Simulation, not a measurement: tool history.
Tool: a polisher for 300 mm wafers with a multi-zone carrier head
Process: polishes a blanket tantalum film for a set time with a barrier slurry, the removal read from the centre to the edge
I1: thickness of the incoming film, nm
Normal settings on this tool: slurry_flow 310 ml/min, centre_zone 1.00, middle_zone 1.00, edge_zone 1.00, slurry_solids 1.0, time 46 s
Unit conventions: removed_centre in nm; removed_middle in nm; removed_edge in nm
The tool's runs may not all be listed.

Run 1, day 0.000: usual settings but slurry_flow 390 ml/min, middle_zone 1.08; I1 281.0. Result: removed_centre 70.4 nm, removed_middle 71.1 nm, removed_edge 65.4 nm.
Run 2, day 0.538: usual settings but centre_zone 0.92, middle_zone 1.04, time 56 s; I1 281.2. Result: removed_centre 78.9 nm, removed_middle 84.0 nm, removed_edge 79.1 nm.
Run 3, day 1.604: usual settings but centre_zone 1.06, middle_zone 0.91; I1 278.1. Result: removed_centre 71.0 nm, removed_middle 61.7 nm, removed_edge 65.3 nm.
Run 4, day 2.262: usual settings but centre_zone 1.03, time 54 s; I1 277.0. Result: removed_centre 82.2 nm, removed_middle 77.6 nm, removed_edge 77.2 nm.
Run 5, day 2.804: usual settings; I1 280.4. Result: removed_centre 68.9 nm, removed_middle 66.6 nm, removed_edge 66.1 nm.
Run 6, day 3.329: usual settings but slurry_solids 0.9, time 40 s; I1 279.2. Result: removed_centre 57.0 nm, removed_middle 56.6 nm, removed_edge 54.0 nm.
Run 7, day 4.217: usual settings but edge_zone 1.12; I1 283.5. Result: removed_centre 69.0 nm, removed_middle 66.0 nm, removed_edge 68.8 nm.
At day 4.454: worn pad replaced by a new one.
Run 8, day 5.329: usual settings but slurry_flow 375 ml/min, centre_zone 0.93, middle_zone 0.93; I1 284.8. Result: removed_centre 65.8 nm, removed_middle 63.2 nm, removed_edge 65.9 nm.
Run 9, day 6.371: usual settings; I1 280.0. Result: removed_centre 68.3 nm, removed_middle 66.7 nm, removed_edge 65.6 nm.
Run 10, day 7.188: usual settings but middle_zone 1.10, slurry_solids 0.8, time 34 s; I1 281.7. Result: removed_centre 45.9 nm, removed_middle 48.1 nm, removed_edge 44.7 nm.
Run 11, day 7.942: usual settings but centre_zone 0.93, middle_zone 1.10, edge_zone 1.09; I1 277.3. Result: removed_centre 65.1 nm, removed_middle 70.4 nm, removed_edge 68.9 nm.
Run 12, day 8.558: usual settings but centre_zone 0.94; I1 277.7. Result: removed_centre 64.9 nm, removed_middle 67.7 nm, removed_edge 65.4 nm.
Run 13, day 9.700: usual settings but edge_zone 0.96, slurry_solids 0.8; I1 280.0. Result: removed_centre 62.3 nm, removed_middle 60.8 nm, removed_edge 58.8 nm.
At day 10.604: slurry nozzle cleaned.
Run 14, day 10.625: usual settings but slurry_flow 275 ml/min, middle_zone 0.96, edge_zone 1.08, time 55 s; I1 284.7. Result: removed_centre 81.2 nm, removed_middle 76.9 nm, removed_edge 80.8 nm.
At day 11.092: centre zone pressure recalibrated.
Run 15, day 11.579: usual settings; I1 278.3. Result: removed_centre 65.8 nm, removed_middle 66.2 nm, removed_edge 65.1 nm.

Predict the results of run 16:
Run 16, day 13.012: usual settings; I1 276.9. Result: removed_centre ?, removed_middle ?, removed_edge ?.

removed_centre: 64.6 nm
removed_middle: 65.3 nm
removed_edge: 66.1 nm
Had the tool carried no hidden state, the very same run would have given removed_centre 64.5 nm, removed_middle 65.3 nm, removed_edge 66.1 nm.
